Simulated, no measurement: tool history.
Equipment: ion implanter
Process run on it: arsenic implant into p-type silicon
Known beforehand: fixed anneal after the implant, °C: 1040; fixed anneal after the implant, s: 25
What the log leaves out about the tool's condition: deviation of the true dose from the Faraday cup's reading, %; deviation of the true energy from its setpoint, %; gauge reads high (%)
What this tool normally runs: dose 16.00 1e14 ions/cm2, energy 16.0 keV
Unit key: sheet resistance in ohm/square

run	hour	dose	energy	wafers since the last listed run	hours since the last dose calibration	hours since the extraction supply was calibrated	hours since the gauge calibration	read-back reference wafer on the same gauge, sheet resistance	sheet resistance
1	0.0	16.00	16.0	0	715.6	1402.9	382.1	101.03	101.11
2	47.4	16.00	16.0	2079	763.0	1450.3	429.5	100.97	101.34
# hour 88.1: Faraday cup replaced and dose calibrated
3	89.6	16.00	11.5	1500	1.5	1492.5	471.7	100.98	102.76
4	148.6	16.00	11.5	2588	60.5	1551.5	530.7	101.00	103.17
5	292.9	16.00	11.5	6329	204.8	1695.8	675.0	101.06	102.89
6	327.3	14.77	16.0	1508	239.2	1730.2	709.4	100.97	103.80
7	363.5	14.77	16.0	1587	275.4	1766.4	745.6	100.92	103.52
8	431.7	14.77	16.0	2991	343.6	1834.6	813.8	101.05	103.72
9	490.0	16.00	16.0	2557	401.9	1892.9	872.1	100.97	100.08
10	546.0	16.00	16.0	2456	457.9	1948.9	928.1	101.05	100.17
11	572.8	16.00	13.0	1175	484.7	1975.7	954.9	101.01	102.49
12	634.6	16.00	13.0	2710	546.5	2037.5	1016.7	100.99	102.27
13	684.1	16.00	13.0	2171	596.0	2087.0	1066.2	100.96	102.58
# hour 712.8: gauge calibrated
14	746.1	16.00	18.5	2719	658.0	2149.0	33.3	100.98	99.10
15	807.4	12.27	12.5	2688	719.3	2210.3	94.6	100.99	117.68
16	858.6	11.38	18.5	2245	770.5	2261.5	145.8	101.01	119.02
17	906.9	14.24	14.0	2118	818.8	2309.8	194.1	100.98	108.26
# hour 953.2: extraction supply calibrated
18	953.7	16.00	12.0	1701	865.6	0.5	240.9	101.02	104.11
19	1007.4	16.00	16.0	2355	919.3	54.2	294.6	101.04	101.67
# hour 1020.8: Faraday cup replaced and dose calibrated
20	1032.8	14.13	14.0	763	12.0	79.6	320.0	100.96	107.09
21	1074.2	13.79	16.0	1815	53.4	121.0	361.4	101.06	106.81
22	1101.4	20.15	16.0	1193	80.6	148.2	388.6	101.05	91.24
23	1148.0	11.42	11.5	2044	127.2	194.8	435.2	101.00	121.75
24	1214.4	16.00	13.5	2912	193.6	261.2	501.6	101.05	101.58
25	1255.4	16.00	11.5	1798	234.6	302.2	542.6	101.00	103.30
26	1282.5	16.00	12.0	1188	261.7	329.3	569.7	101.00	102.68
27	1321.8	11.42	11.5	1723	301.0	368.6	609.0	100.98	121.51
28	1352.9	16.00	16.0	1364	332.1	399.7	640.1	101.04	100.15

For some of the steps in sheet resistance from one run to the next: how much would appear even if the tool had no hidden state, given the settings, what came in and random variation, and how much remains for the hidden state plus any gauge scatter that the measured result and the result without hidden state don't share?
Run 2 -> 3: energy 16.0 -> 11.5, Faraday cup replaced and dose calibrated. sheet resistance +1.42 ohm/square: hidden state -1.22, all else +2.64.
Run 19 -> 20: dose 16.00 -> 14.13, energy 16.0 -> 14.0, Faraday cup replaced and dose calibrated. sheet resistance +5.42 ohm/square: hidden state -1.75, all else +7.17.
Run 22 -> 23: dose 20.15 -> 11.42, energy 16.0 -> 11.5. sheet resistance +30.51 ohm/square: hidden state -0.08, all else +30.59.
Run 27 -> 28: dose 11.42 -> 16.00, energy 11.5 -> 16.0. sheet resistance -21.36 ohm/square: hidden state +0.01, all else -21.37.
